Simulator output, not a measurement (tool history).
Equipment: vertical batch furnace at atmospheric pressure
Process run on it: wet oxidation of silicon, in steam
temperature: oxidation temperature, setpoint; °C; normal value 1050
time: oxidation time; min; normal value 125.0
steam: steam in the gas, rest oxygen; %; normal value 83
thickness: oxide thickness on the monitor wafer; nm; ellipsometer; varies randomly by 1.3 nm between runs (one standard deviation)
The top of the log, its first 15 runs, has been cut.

run,hour,temperature,time,steam,"read-back reference wafer on the same gauge, thickness",thickness
16,308.7,1050,87.5,83,864.45,665.73
# hour 317.2: gauge calibrated
17,345.7,1050,87.5,83,863.96,667.92
18,359.8,1050,125.0,83,863.18,811.52
# hour 390.4: steam generator serviced
19,390.9,1026,105.0,89,864.28,733.90
20,405.7,1035,125.0,79,864.02,782.71
21,461.4,1050,125.0,83,863.58,854.44
22,471.0,1050,125.0,83,863.80,854.76
23,490.0,1050,125.0,83,863.76,852.54
# hour 518.4: thermocouples replaced and temperature profile calibrated
24,518.9,1064,125.0,89,863.36,913.47
25,525.3,1050,125.0,90,864.08,875.12
26,536.2,1050,125.0,83,864.19,834.96
27,557.9,1059,125.0,87,864.31,885.96
28,582.4,1050,85.5,83,863.24,676.57
29,604.1,1050,97.0,83,864.37,726.17
30,618.3,1050,89.5,83,863.89,694.58
31,637.2,1050,125.0,83,864.82,834.96
32,657.5,1060,63.5,83,864.51,596.56
33,680.6,1050,125.0,83,863.47,831.69
34,691.7,1037,155.0,72,863.97,825.09

Consider 5 possible next runs. They are alternatives, not a sequence: every one starts from the tool as it was left by run 34. What does each give?
A,698.2,1050,125.0,83,?,?
B,698.2,1063,125.0,91,?,?
C,698.2,1068,68.5,83,?,?
D,698.2,1050,125.0,72,?,?
E,698.2,1050,125.0,73,?,?

run,"read-back reference wafer on the same gauge, thickness",thickness
A,863.89,831.06
B,863.89,915.82
C,863.89,639.74
D,863.89,768.73
E,863.89,774.58
Without the tool's unlogged condition, the same runs would have read:
run,thickness
A,840.29
B,925.85
C,646.89
D,777.32
E,783.23

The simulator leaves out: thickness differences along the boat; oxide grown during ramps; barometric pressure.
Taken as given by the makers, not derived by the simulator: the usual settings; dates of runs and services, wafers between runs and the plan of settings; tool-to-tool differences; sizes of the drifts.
